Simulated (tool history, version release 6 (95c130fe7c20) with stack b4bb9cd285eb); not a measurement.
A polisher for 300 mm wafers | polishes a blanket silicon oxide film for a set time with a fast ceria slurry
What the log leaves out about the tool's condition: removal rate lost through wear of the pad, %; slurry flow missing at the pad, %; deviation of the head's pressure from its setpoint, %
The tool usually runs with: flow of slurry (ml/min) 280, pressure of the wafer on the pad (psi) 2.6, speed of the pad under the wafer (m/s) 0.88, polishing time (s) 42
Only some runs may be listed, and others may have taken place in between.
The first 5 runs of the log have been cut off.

run	day	flow of slurry (ml/min)	pressure of the wafer on the pad (psi)	speed of the pad under the wafer (m/s)	polishing time (s)	wafers since the last listed run	wafers polished on this pad	hours since the slurry nozzle was cleaned	hours since the head pressure was calibrated	incoming thickness of the incoming film, nm	film removed (angstrom)
6	9.658	280	2.6	0.74	42	576	3984	50.4	98.5	2697.0	4495
7	12.517	280	2.6	0.88	42	792	4776	119.0	167.1	2687.7	4985
8	13.612	280	2.6	0.88	42	303	5080	145.3	193.4	2693.5	4939
# day 14.200: worn pad replaced by a new one
9	20.483	280	1.9	0.88	42	1857	1740	310.2	358.3	2693.6	3536
# day 21.612: head pressure recalibrated
10	22.571	280	2.6	0.88	32	555	2296	360.3	23.0	2675.8	3693
11	24.417	210	2.6	0.88	42	511	2807	404.6	67.3	2681.8	4651
12	26.617	210	2.6	0.88	42	609	3417	457.4	120.1	2690.4	4646
13	27.675	210	2.6	0.88	42	293	3710	482.8	145.5	2657.1	4657
# day 30.912: slurry nozzle cleaned
14	30.988	280	2.6	0.88	42	906	4617	1.8	225.0	2681.6	4993
# day 31.200: worn pad replaced by a new one
15	39.108	280	2.6	0.88	42	2204	2191	196.7	419.9	2684.8	4873
# day 40.658: head pressure recalibrated
16	41.429	335	2.6	0.88	34	620	2812	252.4	18.5	2724.5	4049
17	42.479	280	2.2	0.88	30	290	3103	277.6	43.7	2721.9	2952
18	44.688	360	2.6	0.88	42	612	3715	330.6	96.7	2712.2	4921
# day 48.242: worn pad replaced by a new one
19	53.500	360	3.3	1.08	42	2396	1457	542.1	308.2	2691.6	7115
# day 56.129: slurry nozzle cleaned
20	56.204	280	3.0	1.16	27	737	2195	1.8	373.1	2685.2	4459
# day 57.133: head pressure recalibrated
21	58.879	315	2.3	0.62	30	718	2913	66.0	41.9	2691.9	2631
22	61.246	280	2.6	0.88	33	655	3569	122.8	98.7	2692.7	3901
23	62.917	280	2.6	0.60	42	463	4032	162.9	138.8	2700.8	3994
# day 63.267: worn pad replaced by a new one
24	64.150	280	2.6	0.88	42	295	244	192.5	168.4	2679.0	4926
25	65.558	280	2.6	1.16	42	390	634	226.3	202.2	2695.1	5827
# day 71.717: head pressure recalibrated
26	73.679	280	2.6	0.88	48	2227	2862	421.2	47.1	2726.5	5498
27	75.158	250	2.2	0.88	42	409	3271	456.7	82.6	2637.1	4030
28	77.588	280	2.6	0.88	42	673	3945	515.0	140.9	2708.0	4813
29	80.425	280	2.6	0.88	42	786	4731	583.1	209.0	2650.7	4810

Expected results for the next run?
# day 82.146: slurry nozzle cleaned
30	82.383	280	3.0	0.88	29	531	5262	5.7	256.0	2679.6	?

film removed (angstrom): 4011
With the hidden condition absent and the run-to-run variation left alone, this run would have shown film removed (angstrom) 4016.
